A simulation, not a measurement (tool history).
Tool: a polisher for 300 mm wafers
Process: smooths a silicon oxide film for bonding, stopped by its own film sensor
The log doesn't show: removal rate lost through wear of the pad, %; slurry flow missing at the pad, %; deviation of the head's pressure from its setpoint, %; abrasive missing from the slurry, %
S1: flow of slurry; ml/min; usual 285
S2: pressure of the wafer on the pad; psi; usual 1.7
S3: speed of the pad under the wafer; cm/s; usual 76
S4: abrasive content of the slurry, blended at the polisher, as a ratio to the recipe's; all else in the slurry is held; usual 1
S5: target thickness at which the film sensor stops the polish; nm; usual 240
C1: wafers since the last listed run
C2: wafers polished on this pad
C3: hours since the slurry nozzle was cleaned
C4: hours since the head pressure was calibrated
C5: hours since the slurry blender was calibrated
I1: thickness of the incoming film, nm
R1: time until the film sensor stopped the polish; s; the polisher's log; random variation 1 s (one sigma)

run    hour   S1   S2  S3    S4   S5    C1    C2     C3      C4     C5     I1     R1
  1       0  285  1.7  76     1  240     0   433  481.1  1153.4  122.4    279   72.8
  2    48.2  285  1.7  76     1  240   284   717  529.3  1201.6  170.6    278   71.9
  3     129  285  1.7  76     1  240   476  1193  610.1  1282.4  251.4  279.6     76
      270.7  -- slurry nozzle cleaned
      378.7  -- slurry blender recalibrated
  4   394.8  285  1.7  76     1  240  1549  2743  124.1  1548.2   16.1  278.1     72
  5   454.7  285  2.1  76  1.15  240   353  3096    184  1608.1     76  277.7   54.7
        473  -- head pressure recalibrated
      504.1  -- worn pad replaced by a new one
  6   556.2  285  1.7  76   0.8  240   562   307  285.5    83.2  177.5  285.8   93.4
  7     602  285  1.7  76   0.8  240   269   577  331.3     129  223.3  280.4   84.2
  8   685.4  285  1.7  76   0.8  240   491  1068  414.7   212.4  306.7  279.3   78.4
  9   756.3  285  1.7  70     1  248   417  1486  485.6   283.3  377.6  277.4   57.8
 10   828.3  285  1.7  70     1  248   424  1910  557.6   355.3  449.6    284   71.8
 11   876.7  285  1.7  70     1  248   285  2196    606   403.7    498  282.9   72.7
      950.6  -- slurry nozzle cleaned
 12   964.6  285  1.7  76  1.15  240   512  2708     14   491.6  585.9    280   70.6
     1007.4  -- slurry blender recalibrated
 13  1057.7  285  1.7  76     1  240   536  3245  107.1   584.7   50.3    280     76
     1080.8  -- worn pad replaced by a new one, of another model than before
 14    1155  285  1.2  76     1  240   549   437  204.4     682  147.6  281.5   96.6
 15  1211.1  285  1.7  76     1  240   330   767  260.5   738.1  203.7  282.9   81.7
 16    1254  285  1.7  76     1  240   252  1020  303.4     781  246.6  274.7   63.7
 17  1344.9  285  1.4  76     1  240   535  1556  394.3   871.9  337.5  282.7   89.8
 18  1416.8  350    2  60     1  245   423  1980  466.2   943.8  409.4  276.8   57.1
     1586.9  -- slurry blender recalibrated
 19  1592.7  285  1.1  60     1  240  1025  3005  642.1  1119.7    5.8  282.4  116.4
     1658.8  -- slurry nozzle cleaned
 20    1661  285  1.7  94     1  251   396  3402    2.2    1188   74.1  279.6   47.5
     1680.3  -- worn pad replaced by a new one
 21  1727.3  285  1.7  90     1  228   367   277   68.5  1254.3  140.4    283   95.2
 22  1776.5  335  1.4  56     1  246   290   567  117.7  1303.5  189.6  276.9     72
 23  1873.3  285  1.7  76     1  240   570  1137  214.5  1400.3  286.4  283.7   79.5
     1921.8  -- head pressure recalibrated
 24  1929.9  285  1.7  76     1  240   321  1459  271.1     8.1    343  282.4   78.2
 25  2021.7  285  1.7  76     1  240   541  2000  362.9    99.9  434.8  276.7   66.7
 26  2087.3  285  1.7  76     1  226   386  2387  428.5   165.5  500.4  280.2  101.8
     2132.4  -- slurry blender recalibrated
 27  2143.7  285  1.9  50   0.8  244   320  2707  484.9   221.9   11.3  279.6   80.6
 28  2225.8  285  1.7  76   0.9  240   483  3191    567     304   93.4  283.3   86.9
     2254.1  -- worn pad replaced by a new one
 29  2307.4  345  1.5  62     1  236   457   314  648.6   385.6    175  284.2    106
 30  2381.9  380  1.7  76     1  228   439   753  723.1   460.1  249.5  281.6   99.2

Some steps in R1 between neighbouring runs. How much of each would the tool show without its hidden state too (settings, what came in, random variation), and how much is left for the hidden state, with any gauge scatter that isn't in both results?
Run 11 -> 12: S3 70 -> 76, S4 1 -> 1.15, S5 248 -> 240, slurry nozzle cleaned. R1 -2.1 s: hidden state -2.9, all else +0.8.
Run 18 -> 19: S1 350 -> 285, S2 2 -> 1.1, S5 245 -> 240, slurry blender recalibrated. R1 +59.3 s: hidden state +3.2, all else +56.1.
Run 19 -> 20: S2 1.1 -> 1.7, S3 60 -> 94, S5 240 -> 251, slurry nozzle cleaned. R1 -68.9 s: hidden state -4, all else -64.9.
Run 20 -> 21: S3 94 -> 90, S5 251 -> 228, worn pad replaced by a new one. R1 +47.7 s: hidden state +0.2, all else +47.5.
